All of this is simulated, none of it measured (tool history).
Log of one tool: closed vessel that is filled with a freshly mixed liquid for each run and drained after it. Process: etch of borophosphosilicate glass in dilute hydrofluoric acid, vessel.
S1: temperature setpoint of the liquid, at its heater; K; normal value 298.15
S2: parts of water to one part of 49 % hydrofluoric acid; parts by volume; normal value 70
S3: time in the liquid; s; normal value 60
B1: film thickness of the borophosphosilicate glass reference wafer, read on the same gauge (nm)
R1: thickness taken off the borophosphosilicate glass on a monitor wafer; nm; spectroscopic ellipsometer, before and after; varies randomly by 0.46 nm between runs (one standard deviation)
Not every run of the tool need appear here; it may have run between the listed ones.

run 1 hour=0.0 | S1=298.15 S2=55 S3=60 | B1=119.29 | R1=64.86
-- hour=13.9 thermometer replaced
run 2 hour=154.1 | S1=298.15 S2=55 S3=60 | B1=118.82 | R1=63.26
run 3 hour=223.8 | S1=298.15 S2=70 S3=60 | B1=118.58 | R1=50.25
run 4 hour=285.5 | S1=298.15 S2=70 S3=60 | B1=118.39 | R1=49.87
run 5 hour=320.2 | S1=298.15 S2=70 S3=60 | B1=118.26 | R1=49.21
run 6 hour=383.0 | S1=298.15 S2=70 S3=60 | B1=118.01 | R1=48.54
run 7 hour=413.7 | S1=298.15 S2=70 S3=60 | B1=117.93 | R1=48.35
run 8 hour=443.9 | S1=298.15 S2=70 S3=60 | B1=117.81 | R1=49.32
-- hour=495.7 thermometer replaced
run 9 hour=496.1 | S1=298.15 S2=45 S3=60 | B1=117.62 | R1=79.31
run 10 hour=551.9 | S1=300.15 S2=70 S3=30 | B1=117.42 | R1=26.56
run 11 hour=585.1 | S1=293.65 S2=70 S3=35 | B1=117.24 | R1=23.66
run 12 hour=649.1 | S1=298.15 S2=55 S3=60 | B1=117.02 | R1=64.04
run 13 hour=704.5 | S1=300.65 S2=50 S3=35 | B1=116.77 | R1=45.60
run 14 hour=745.8 | S1=298.15 S2=70 S3=60 | B1=116.55 | R1=48.75
-- hour=784.1 hydrofluoric acid flow meter replaced
run 15 hour=798.3 | S1=298.15 S2=70 S3=60 | B1=116.34 | R1=48.14
run 16 hour=868.2 | S1=301.15 S2=70 S3=60 | B1=116.00 | R1=54.14
run 17 hour=939.0 | S1=298.15 S2=70 S3=50 | B1=115.59 | R1=39.68
-- hour=969.4 thermometer replaced
run 18 hour=995.5 | S1=301.15 S2=85 S3=60 | B1=115.30 | R1=42.54
run 19 hour=1047.7 | S1=298.15 S2=70 S3=60 | B1=115.02 | R1=48.37
-- hour=1050.7 gauge calibrated
run 20 hour=1112.4 | S1=298.15 S2=70 S3=60 | B1=119.71 | R1=50.22

Run 21 has not been measured yet. What should we expect?
run 21 hour=1147.5 | S1=298.15 S2=70 S3=60 | B1=? | R1=?

B1: 119.69
R1: 50.01 nm
The same run, on a tool lacking any hidden state, would have yielded R1 50.13 nm.

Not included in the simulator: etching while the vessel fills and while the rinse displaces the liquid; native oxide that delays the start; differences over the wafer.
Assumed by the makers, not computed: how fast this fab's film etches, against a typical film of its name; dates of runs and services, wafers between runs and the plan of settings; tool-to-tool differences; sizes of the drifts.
